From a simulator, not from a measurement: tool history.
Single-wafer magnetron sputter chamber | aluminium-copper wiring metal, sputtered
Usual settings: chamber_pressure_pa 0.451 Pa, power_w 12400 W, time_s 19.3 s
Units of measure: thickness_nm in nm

| run | hour | chamber_pressure_pa | power_w | time_s | read-back reference wafer on the same gauge, thickness_nm | thickness_nm |
|---|---|---|---|---|---|---|
| 1 | 0.0 | 0.451 | 12400 | 20.4 | 344.628 | 415.056 |
| 2 | 33.5 | 0.451 | 14300 | 19.3 | 345.067 | 449.556 |
| 3 | 63.0 | 0.451 | 12400 | 19.3 | 344.588 | 391.073 |
|  | 96.7 | sputter target and shields replaced |
| 4 | 108.3 | 0.451 | 12400 | 19.3 | 344.685 | 404.439 |
| 5 | 169.0 | 0.451 | 12400 | 19.3 | 345.074 | 397.845 |
| 6 | 199.3 | 0.451 | 12400 | 19.3 | 345.082 | 394.633 |
| 7 | 255.2 | 0.505 | 12400 | 16.7 | 344.627 | 331.928 |
| 8 | 311.1 | 0.505 | 12400 | 16.7 | 345.459 | 332.196 |
|  | 372.3 | sputter target and shields replaced |
| 9 | 382.3 | 0.451 | 12400 | 19.3 | 344.802 | 404.160 |
| 10 | 423.8 | 0.451 | 12400 | 21.1 | 345.062 | 435.919 |
| 11 | 454.2 | 0.451 | 12400 | 19.3 | 344.849 | 394.786 |
| 12 | 525.4 | 0.451 | 12400 | 19.3 | 345.381 | 392.080 |
|  | 573.4 | gauge calibrated |
| 13 | 578.7 | 0.451 | 12400 | 19.3 | 344.729 | 391.893 |
| 14 | 618.3 | 0.451 | 12400 | 19.3 | 344.894 | 390.246 |
| 15 | 645.6 | 0.613 | 13400 | 17.0 | 345.329 | 342.742 |
|  | 674.1 | sputter target and shields replaced |
| 16 | 707.3 | 0.613 | 13400 | 17.0 | 345.261 | 352.563 |
|  | 732.1 | magnet pack replaced |
| 17 | 772.8 | 0.451 | 10050 | 19.3 | 344.775 | 319.210 |
| 18 | 821.8 | 0.451 | 12400 | 19.3 | 344.665 | 391.248 |
| 19 | 847.3 | 0.613 | 13400 | 17.0 | 345.032 | 343.922 |
| 20 | 887.3 | 0.317 | 12400 | 17.0 | 345.162 | 366.595 |
| 21 | 923.2 | 0.451 | 12400 | 19.3 | 345.365 | 388.447 |
|  | 949.3 | sputter target and shields replaced |
| 22 | 969.4 | 0.451 | 15150 | 19.3 | 345.147 | 487.507 |
|  | 983.9 | capacitance manometer re-zeroed and calibrated |
| 23 | 1028.4 | 0.505 | 12400 | 16.7 | 345.205 | 340.830 |
| 24 | 1070.9 | 0.279 | 12400 | 16.6 | 344.816 | 372.378 |

Forecast run 25:
| 25 | 1240.5 | 0.591 | 12400 | 19.3 | ? | ? |

Run 25 produced read-back reference wafer on the same gauge, thickness_nm 344.998, thickness_nm 370.866 nm.
Without the tool's hidden state the same run would have given thickness_nm 389.778 nm.

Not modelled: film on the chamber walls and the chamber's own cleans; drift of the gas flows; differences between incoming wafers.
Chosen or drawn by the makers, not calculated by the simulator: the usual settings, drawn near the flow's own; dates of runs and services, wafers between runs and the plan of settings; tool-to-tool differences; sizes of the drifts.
